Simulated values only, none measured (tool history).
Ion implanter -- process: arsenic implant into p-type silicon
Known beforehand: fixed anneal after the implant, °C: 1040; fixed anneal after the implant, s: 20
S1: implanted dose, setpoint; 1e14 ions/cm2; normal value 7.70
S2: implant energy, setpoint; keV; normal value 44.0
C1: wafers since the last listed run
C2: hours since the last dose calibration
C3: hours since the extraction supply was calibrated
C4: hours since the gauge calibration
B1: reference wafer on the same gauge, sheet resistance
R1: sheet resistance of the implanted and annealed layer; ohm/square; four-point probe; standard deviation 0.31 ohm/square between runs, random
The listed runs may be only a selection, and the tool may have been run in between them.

run	hour	S1	S2	C1	C2	C3	C4	B1	R1
1	0.0	7.70	53.5	0	1603.9	3120.1	225.2	127.04	118.78
2	56.0	7.70	53.5	1022	1659.9	3176.1	281.2	126.91	118.74
3	85.8	7.70	53.5	544	1689.7	3205.9	311.0	127.07	118.52
4	109.6	6.36	44.0	434	1713.5	3229.7	334.8	126.98	140.47
5	127.7	7.70	40.5	330	1731.6	3247.8	352.9	126.91	123.35
6	145.1	7.70	44.0	317	1749.0	3265.2	370.3	126.94	121.60
7	162.2	7.70	33.0	312	1766.1	3282.3	387.4	127.10	126.70
8	194.5	9.28	44.0	589	1798.4	3314.6	419.7	127.05	106.32
9	228.4	9.28	44.0	619	1832.3	3348.5	453.6	126.97	106.13
# hour 240.2: extraction supply calibrated
10	241.2	9.28	44.0	87	1845.1	1.0	466.4	126.94	106.26
11	265.5	7.70	44.0	443	1869.4	25.3	490.7	126.99	120.87
12	288.6	7.70	44.0	421	1892.5	48.4	513.8	127.02	121.37
13	329.5	7.70	44.0	746	1933.4	89.3	554.7	127.03	120.33
14	354.8	7.70	44.0	462	1958.7	114.6	580.0	126.92	120.92
15	383.3	7.70	44.0	520	1987.2	143.1	608.5	127.04	121.46
16	418.1	5.94	37.5	635	2022.0	177.9	643.3	127.05	149.94
17	452.3	8.43	52.0	624	2056.2	212.1	677.5	127.00	109.94
18	465.7	8.81	56.0	244	2069.6	225.5	690.9	127.12	105.42
19	488.7	6.35	54.5	420	2092.6	248.5	713.9	126.95	135.10
# hour 522.4: Faraday cup replaced and dose calibrated
20	522.9	6.78	39.0	478	0.5	282.7	748.1	127.05	138.06
21	549.3	7.70	44.0	482	26.9	309.1	774.5	127.02	123.75
22	567.2	9.13	56.0	326	44.8	327.0	792.4	127.00	105.34
# hour 575.6: gauge calibrated
23	580.6	5.82	31.5	244	58.2	340.4	5.0	127.19	159.97
24	612.4	5.47	52.0	580	90.0	372.2	36.8	127.08	156.31
25	645.9	9.29	36.0	611	123.5	405.7	70.3	127.03	110.77
26	679.2	7.70	44.0	608	156.8	439.0	103.6	127.04	123.69
27	697.6	6.91	38.0	336	175.2	457.4	122.0	127.08	136.33
28	726.2	9.13	56.0	522	203.8	486.0	150.6	127.03	105.27

Branching from run 28: 5 alternative next runs. What would each branch give?
A	726.6	5.88	44.0	7	204.2	486.4	151.0	?	?
B	726.6	8.74	55.0	7	204.2	486.4	151.0	?	?
C	726.6	7.70	52.5	7	204.2	486.4	151.0	?	?
D	726.6	6.09	51.0	7	204.2	486.4	151.0	?	?
E	726.6	6.11	32.0	7	204.2	486.4	151.0	?	?

run	B1	R1
A	127.00	151.52
B	127.00	109.03
C	127.00	120.59
D	127.00	144.62
E	127.00	153.92
With no hidden state in the tool, these same runs would have given:
run	R1
A	153.47
B	110.39
C	122.12
D	146.49
E	155.89
